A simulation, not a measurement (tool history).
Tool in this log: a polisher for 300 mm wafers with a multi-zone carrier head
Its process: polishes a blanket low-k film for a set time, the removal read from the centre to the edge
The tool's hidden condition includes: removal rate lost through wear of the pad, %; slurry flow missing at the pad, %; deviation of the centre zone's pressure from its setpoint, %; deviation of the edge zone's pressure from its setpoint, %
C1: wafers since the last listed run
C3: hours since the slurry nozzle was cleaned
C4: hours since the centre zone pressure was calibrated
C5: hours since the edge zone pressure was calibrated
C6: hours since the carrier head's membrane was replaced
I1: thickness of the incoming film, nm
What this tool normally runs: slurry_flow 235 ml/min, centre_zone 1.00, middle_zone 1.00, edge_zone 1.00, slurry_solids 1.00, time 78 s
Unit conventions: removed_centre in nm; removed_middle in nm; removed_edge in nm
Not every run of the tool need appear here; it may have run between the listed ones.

Run 1, hour 0.0: usual settings but centre_zone 1.05, edge_zone 1.10; C1 0; wafers polished on this pad 2341; C3 43.4; C4 468.3; C5 1262.6; C6 78.2; I1 610.3. Result: removed_centre 20.6 nm, removed_middle 19.1 nm, removed_edge 20.7 nm.
Run 2, hour 98.6: usual settings but centre_zone 0.92, edge_zone 1.11, time 98 s; C1 716; wafers polished on this pad 3058; C3 142.0; C4 566.9; C5 1361.2; C6 176.8; I1 606.9. Result: removed_centre 22.4 nm, removed_middle 24.3 nm, removed_edge 25.4 nm.
At hour 130.7: edge zone pressure recalibrated.
Run 3, hour 160.5: usual settings but time 62 s; C1 435; wafers polished on this pad 3493; C3 203.9; C4 628.8; C5 29.8; C6 238.7; I1 618.3. Result: removed_centre 15.4 nm, removed_middle 15.2 nm, removed_edge 15.4 nm.
Run 4, hour 232.8: usual settings but centre_zone 1.09; C1 525; wafers polished on this pad 4019; C3 276.2; C4 701.1; C5 102.1; C6 311.0; I1 618.5. Result: removed_centre 20.9 nm, removed_middle 18.9 nm, removed_edge 19.5 nm.
Run 5, hour 339.0: usual settings but slurry_flow 295 ml/min, edge_zone 1.08, time 94 s; C1 772; wafers polished on this pad 4791; C3 382.4; C4 807.3; C5 208.3; C6 417.2; I1 621.7. Result: removed_centre 23.3 nm, removed_middle 23.5 nm, removed_edge 24.2 nm.
Run 6, hour 381.5: usual settings but middle_zone 0.88, edge_zone 0.88; C1 308; wafers polished on this pad 5100; C3 424.9; C4 849.8; C5 250.8; C6 459.7; I1 617.7. Result: removed_centre 18.7 nm, removed_middle 17.3 nm, removed_edge 17.9 nm.
Run 7, hour 424.5: usual settings but middle_zone 0.92; C1 312; wafers polished on this pad 5412; C3 467.9; C4 892.8; C5 293.8; C6 502.7; I1 604.8. Result: removed_centre 18.6 nm, removed_middle 17.6 nm, removed_edge 19.2 nm.
At hour 462.1: worn pad replaced by a new one, of another model than before.
Run 8, hour 493.1: usual settings but centre_zone 0.94, edge_zone 1.03, slurry_solids 1.10, time 54 s; C1 469; wafers polished on this pad 225; C3 536.5; C4 961.4; C5 362.4; C6 571.3; I1 600.2. Result: removed_centre 13.2 nm, removed_middle 14.1 nm, removed_edge 14.3 nm.
Run 9, hour 535.3: usual settings but edge_zone 0.97; C1 306; wafers polished on this pad 532; C3 578.7; C4 1003.6; C5 404.6; C6 613.5; I1 617.1. Result: removed_centre 19.7 nm, removed_middle 19.6 nm, removed_edge 19.4 nm.
Run 10, hour 582.1: usual settings; C1 340; wafers polished on this pad 872; C3 625.5; C4 1050.4; C5 451.4; C6 660.3; I1 606.7. Result: removed_centre 19.6 nm, removed_middle 20.0 nm, removed_edge 19.8 nm.
Run 11, hour 620.3: usual settings but centre_zone 1.09; C1 277; wafers polished on this pad 1150; C3 663.7; C4 1088.6; C5 489.6; C6 698.5; I1 613.7. Result: removed_centre 21.5 nm, removed_middle 19.5 nm, removed_edge 20.0 nm.
Run 12, hour 661.8: usual settings but slurry_flow 185 ml/min, edge_zone 0.88, slurry_solids 0.75; C1 301; wafers polished on this pad 1451; C3 705.2; C4 1130.1; C5 531.1; C6 740.0; I1 610.4. Result: removed_centre 16.9 nm, removed_middle 16.4 nm, removed_edge 15.9 nm.
At hour 670.2: slurry nozzle cleaned.
Run 13, hour 759.1: usual settings but slurry_flow 270 ml/min, slurry_solids 0.80; C1 700; wafers polished on this pad 2151; C3 88.9; C4 1227.4; C5 628.4; C6 837.3; I1 615.9. Result: removed_centre 17.9 nm, removed_middle 17.7 nm, removed_edge 18.2 nm.
At hour 817.0: centre zone pressure recalibrated.
Run 14, hour 850.8: usual settings but centre_zone 0.90, edge_zone 0.96; C1 652; wafers polished on this pad 2804; C3 180.6; C4 33.8; C5 720.1; C6 929.0; I1 599.9. Result: removed_centre 17.2 nm, removed_middle 19.3 nm, removed_edge 19.2 nm.

Run 15 comes next. What will it give?
Run 15, hour 953.2: usual settings but centre_zone 0.90; C1 744; wafers polished on this pad 3548; C3 283.0; C4 136.2; C5 822.5; C6 1031.4; I1 599.4. Result: removed_centre ?, removed_middle ?, removed_edge ?.

removed_centre: 17.3 nm
removed_middle: 19.3 nm
removed_edge: 19.9 nm
Minus the tool's unlogged condition, the same run would have read removed_centre 17.6 nm, removed_middle 19.8 nm, removed_edge 20.3 nm.

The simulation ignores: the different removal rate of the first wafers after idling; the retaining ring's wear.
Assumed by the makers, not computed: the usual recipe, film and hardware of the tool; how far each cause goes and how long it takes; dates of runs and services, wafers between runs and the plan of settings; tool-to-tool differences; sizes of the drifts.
